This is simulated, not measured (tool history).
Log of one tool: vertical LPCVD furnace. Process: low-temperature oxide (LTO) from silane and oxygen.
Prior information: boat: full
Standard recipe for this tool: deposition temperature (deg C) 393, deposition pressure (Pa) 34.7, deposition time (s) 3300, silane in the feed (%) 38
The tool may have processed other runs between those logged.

run,hour,deposition temperature (deg C),deposition pressure (Pa),deposition time (s),silane in the feed (%),"read-back reference wafer on the same gauge, thickness",film thickness on the monitor wafer in the middle of the boat (angstrom)
1,0.0,393,34.7,3960,38,494.10,6465.8
2,64.6,393,34.7,3960,38,494.20,6492.4
3,125.5,393,34.7,3960,38,493.92,6557.5
4,197.6,393,34.7,3300,38,493.70,5466.8
5,262.7,393,34.7,3300,38,493.83,5484.3
6,302.6,393,34.7,3300,38,493.96,5488.4
7,410.1,393,34.7,3300,38,493.56,5505.5
8,492.6,393,34.7,3300,38,493.94,5527.9
9,522.2,393,34.7,3300,38,494.37,5517.3
10,602.8,393,34.7,3300,38,494.79,5575.0
11,719.2,393,34.7,3300,43,493.75,6347.2
12,814.7,393,34.7,3300,38,494.00,5457.5
13,989.5,384,34.7,3300,38,493.30,4892.2
14,1066.3,393,26.0,3300,43,494.08,4784.7
15,1118.8,384,43.3,2610,44,493.42,5785.9
16,1184.0,393,34.7,4320,43,494.09,8309.3
17,1256.2,387,34.7,3300,42,493.26,5767.1
18,1307.3,393,34.7,3630,38,494.28,6011.0
19,1409.3,393,34.7,4320,43,493.74,8320.0
20,1454.8,387,34.7,3300,42,494.63,5766.6
21,1510.6,393,37.3,4290,38,493.75,7744.2
22,1607.0,393,26.0,3300,43,493.79,4840.7

Removed from this log: 4 entries logged between the listed runs. Between which two listed runs does each belong, and how does the tool's hidden state at the listed run before it compare with that at the listed run after it?
Between runs 7 and 8: silane flow controller replaced (hour 492.1)
  true pressure minus gauge reading, mTorr: 4.27 -> 5.07
  measured minus no-state result, film thickness on the monitor wafer in the middle of the boat (angstrom): +89.0 -> +105.7
Between runs 10 and 11: pressure gauge zeroed (hour 698.1)
  true pressure minus gauge reading, mTorr: 6.2 -> 2
  measured minus no-state result, film thickness on the monitor wafer in the middle of the boat (angstrom): +129.9 -> +48.4
Between runs 16 and 17: gauge calibrated (hour 1221.2)
  true pressure minus gauge reading, mTorr: 2.75 -> 3
  measured minus no-state result, film thickness on the monitor wafer in the middle of the boat (angstrom): +87.1 -> +65.7
Between runs 17 and 18: thermocouples replaced and temperature profile calibrated (hour 1281.1)
  true pressure minus gauge reading, mTorr: 3 -> 3.19
  measured minus no-state result, film thickness on the monitor wafer in the middle of the boat (angstrom): +65.7 -> +72.8
